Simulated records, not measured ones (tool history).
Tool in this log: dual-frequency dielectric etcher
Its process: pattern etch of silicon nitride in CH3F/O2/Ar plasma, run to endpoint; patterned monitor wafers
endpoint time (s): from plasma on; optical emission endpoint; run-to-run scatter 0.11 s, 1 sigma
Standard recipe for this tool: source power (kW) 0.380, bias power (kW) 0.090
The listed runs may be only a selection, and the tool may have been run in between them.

run	hour	source power (kW)	bias power (kW)	wafers since the last listed run	hours since the last wet clean	hours since the last source power generator calibration	hours since the last bias power generator calibration	hours since the last upper electrode change	incoming incoming film thickness, nm	endpoint time (s)
1	0.0	0.380	0.095	0	378.7	3933.4	2693.4	4562.1	27.16	35.4
2	42.3	0.380	0.095	589	421.0	3975.7	2735.7	4604.4	26.88	34.7
3	91.5	0.380	0.090	685	470.2	4024.9	2784.9	4653.6	26.87	35.5
4	134.6	0.380	0.090	600	513.3	4068.0	2828.0	4696.7	27.31	36.0
5	159.6	0.380	0.090	348	538.3	4093.0	2853.0	4721.7	26.97	35.3
6	193.8	0.380	0.090	476	572.5	4127.2	2887.2	4755.9	27.08	35.7
# hour 254.0: wet clean of the chamber
7	254.5	0.380	0.090	511	0.5	4187.9	2947.9	4816.6	27.30	36.9
8	288.0	0.410	0.110	467	34.0	4221.4	2981.4	4850.1	27.08	33.0
# hour 315.2: bias power generator calibrated
9	339.4	0.430	0.107	660	85.4	4272.8	24.2	4901.5	27.32	32.6
10	390.2	0.380	0.078	708	136.2	4323.6	75.0	4952.3	27.19	38.3
# hour 410.8: source power generator calibrated
11	459.4	0.380	0.106	909	205.4	48.6	144.2	5021.5	26.95	33.8
12	498.0	0.450	0.090	538	244.0	87.2	182.8	5060.1	27.36	33.8
# hour 552.0: upper electrode replaced
13	650.1	0.440	0.100	1786	396.1	239.3	334.9	98.1	27.17	32.6
14	693.7	0.380	0.090	607	439.7	282.9	378.5	141.7	27.11	35.8
15	729.1	0.300	0.106	493	475.1	318.3	413.9	177.1	26.87	36.9

Hidden state, per run?
source power that arrives over what is set, %: 0, the same for each run
bias power that arrives over what is set, %: 0, the same for each run
H1: etch rate over this chamber's usual, %
run	H1
1	1.91
2	2.11
3	2.34
4	2.55
5	2.66
6	2.83
7	-0.119
8	0.0397
9	0.282
10	0.522
11	0.849
12	1.03
13	1.75
14	1.96
15	2.12

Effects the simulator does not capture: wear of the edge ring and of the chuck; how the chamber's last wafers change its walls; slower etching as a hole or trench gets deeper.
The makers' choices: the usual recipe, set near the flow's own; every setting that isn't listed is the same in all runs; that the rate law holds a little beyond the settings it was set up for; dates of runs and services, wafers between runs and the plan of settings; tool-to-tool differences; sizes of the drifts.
